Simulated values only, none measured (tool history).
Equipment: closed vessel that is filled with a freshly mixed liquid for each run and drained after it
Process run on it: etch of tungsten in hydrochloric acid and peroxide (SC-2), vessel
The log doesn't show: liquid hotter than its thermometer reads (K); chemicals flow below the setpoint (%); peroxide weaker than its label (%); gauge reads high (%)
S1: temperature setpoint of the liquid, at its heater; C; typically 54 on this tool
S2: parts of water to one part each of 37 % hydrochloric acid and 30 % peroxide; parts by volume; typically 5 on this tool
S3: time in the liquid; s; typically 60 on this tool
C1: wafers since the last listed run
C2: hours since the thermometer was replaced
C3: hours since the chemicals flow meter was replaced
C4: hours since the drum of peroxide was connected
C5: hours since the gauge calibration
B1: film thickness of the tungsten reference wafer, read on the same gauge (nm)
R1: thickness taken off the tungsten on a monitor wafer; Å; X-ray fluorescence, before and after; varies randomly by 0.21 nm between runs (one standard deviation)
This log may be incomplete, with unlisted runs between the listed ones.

| run | hour | S1 | S2 | S3 | C1 | C2 | C3 | C4 | C5 | B1 | R1 |
|---|---|---|---|---|---|---|---|---|---|---|---|
| 1 | 0 | 54 | 5 | 60 | 0 | 1120.2 | 638.8 | 640.6 | 3408.1 | 129.96 | 444 |
|  | 49.6 | thermometer replaced |
| 2 | 66.2 | 54 | 5 | 60 | 7631 | 16.6 | 705 | 706.8 | 3474.3 | 129.98 | 428 |
| 3 | 149.3 | 54 | 5 | 60 | 9726 | 99.7 | 788.1 | 789.9 | 3557.4 | 129.99 | 431.2 |
| 4 | 238 | 54 | 5 | 60 | 10381 | 188.4 | 876.8 | 878.6 | 3646.1 | 130 | 433.5 |
| 5 | 337.9 | 54 | 6 | 60 | 11692 | 288.3 | 976.7 | 978.5 | 3746 | 130.03 | 378.8 |
| 6 | 401 | 54 | 5 | 60 | 7385 | 351.4 | 1039.8 | 1041.6 | 3809.1 | 129.96 | 431.7 |
| 7 | 449.9 | 61 | 7 | 60 | 5723 | 400.3 | 1088.7 | 1090.5 | 3858 | 129.99 | 529.8 |
| 8 | 493.3 | 54 | 5 | 60 | 5079 | 443.7 | 1132.1 | 1133.9 | 3901.4 | 130.02 | 440.4 |
|  | 534.9 | new drum of peroxide connected |
| 9 | 577.4 | 62.5 | 6 | 60 | 9726 | 527.8 | 1216.2 | 42.5 | 3985.5 | 129.98 | 661.5 |
| 10 | 675.9 | 54 | 5 | 60 | 11528 | 626.3 | 1314.7 | 141 | 4084 | 129.98 | 438.8 |
| 11 | 770.3 | 58 | 6.5 | 50 | 11048 | 720.7 | 1409.1 | 235.4 | 4178.4 | 130 | 390.9 |
| 12 | 875 | 51 | 4 | 75 | 12254 | 825.4 | 1513.8 | 340.1 | 4283.1 | 130 | 530.3 |
|  | 961 | gauge calibrated |
| 13 | 964.9 | 45.5 | 4 | 35 | 10522 | 915.3 | 1603.7 | 430 | 3.9 | 129.98 | 170.1 |
| 14 | 1022.3 | 59 | 5 | 80 | 6718 | 972.7 | 1661.1 | 487.4 | 61.3 | 129.99 | 819.4 |
|  | 1082.9 | thermometer replaced |
| 15 | 1090 | 54 | 7 | 60 | 7806 | 7.1 | 1728.8 | 555.1 | 129 | 130 | 333.8 |
| 16 | 1150.5 | 54 | 5 | 60 | 7081 | 67.6 | 1789.3 | 615.6 | 189.5 | 130 | 429.6 |
| 17 | 1203.1 | 48 | 5.5 | 50 | 6156 | 120.2 | 1841.9 | 668.2 | 242.1 | 130.01 | 225.4 |
| 18 | 1270.3 | 54 | 7 | 75 | 7865 | 187.4 | 1909.1 | 735.4 | 309.3 | 129.99 | 420.7 |
| 19 | 1428.5 | 54 | 5 | 60 | 18516 | 345.6 | 2067.3 | 893.6 | 467.5 | 130 | 435 |
|  | 1466.4 | chemicals flow meter replaced |
|  | 1488.3 | new drum of peroxide connected |
| 20 | 1508.8 | 58.5 | 5.5 | 40 | 9164 | 425.9 | 42.4 | 20.5 | 547.8 | 129.96 | 362.5 |
| 21 | 1599.3 | 54 | 5 | 60 | 10592 | 516.4 | 132.9 | 111 | 638.3 | 130.03 | 440.5 |
| 22 | 1705.5 | 54 | 5 | 95 | 12430 | 622.6 | 239.1 | 217.2 | 744.5 | 130.02 | 691.2 |
| 23 | 1798.5 | 54 | 4 | 60 | 10885 | 715.6 | 332.1 | 310.2 | 837.5 | 130.03 | 514 |
| 24 | 1885.9 | 57 | 4 | 90 | 10229 | 803 | 419.5 | 397.6 | 924.9 | 130.02 | 943.3 |
| 25 | 1977.5 | 54 | 5 | 60 | 10721 | 894.6 | 511.1 | 489.2 | 1016.5 | 129.96 | 445.1 |
| 26 | 2052.5 | 61 | 4 | 85 | 8778 | 969.6 | 586.1 | 564.2 | 1091.5 | 130 | 1142.2 |
| 27 | 2156.1 | 54 | 5 | 60 | 12125 | 1073.2 | 689.7 | 667.8 | 1195.1 | 129.99 | 443.1 |
|  | 2166.6 | thermometer replaced |
| 28 | 2217.4 | 57 | 6 | 60 | 7057 | 50.8 | 751 | 729.1 | 1256.4 | 129.97 | 456.2 |
| 29 | 2273.8 | 59.5 | 7.5 | 60 | 6601 | 107.2 | 807.4 | 785.5 | 1312.8 | 129.98 | 446.8 |
| 30 | 2367.4 | 54 | 5 | 60 | 10955 | 200.8 | 901 | 879.1 | 1406.4 | 129.98 | 433.4 |

Here are 4 independent what-if runs from the current tool condition. What would each one return?
| A | 2368.1 | 54 | 5 | 60 | 81 | 201.5 | 901.7 | 879.8 | 1407.1 | ? | ? |
| B | 2368.1 | 54 | 5.5 | 80 | 81 | 201.5 | 901.7 | 879.8 | 1407.1 | ? | ? |
| C | 2368.1 | 45 | 5.5 | 50 | 81 | 201.5 | 901.7 | 879.8 | 1407.1 | ? | ? |
| D | 2368.1 | 46.5 | 6 | 60 | 81 | 201.5 | 901.7 | 879.8 | 1407.1 | ? | ? |

| run | B1 | R1 |
|---|---|---|
| A | 129.99 | 432.5 |
| B | 129.99 | 538.2 |
| C | 129.99 | 184.4 |
| D | 129.99 | 229.8 |
Had the tool no hidden state, the same runs would have come out as:
| run | R1 |
|---|---|
| A | 426.3 |
| B | 530.6 |
| C | 181.6 |
| D | 226.4 |
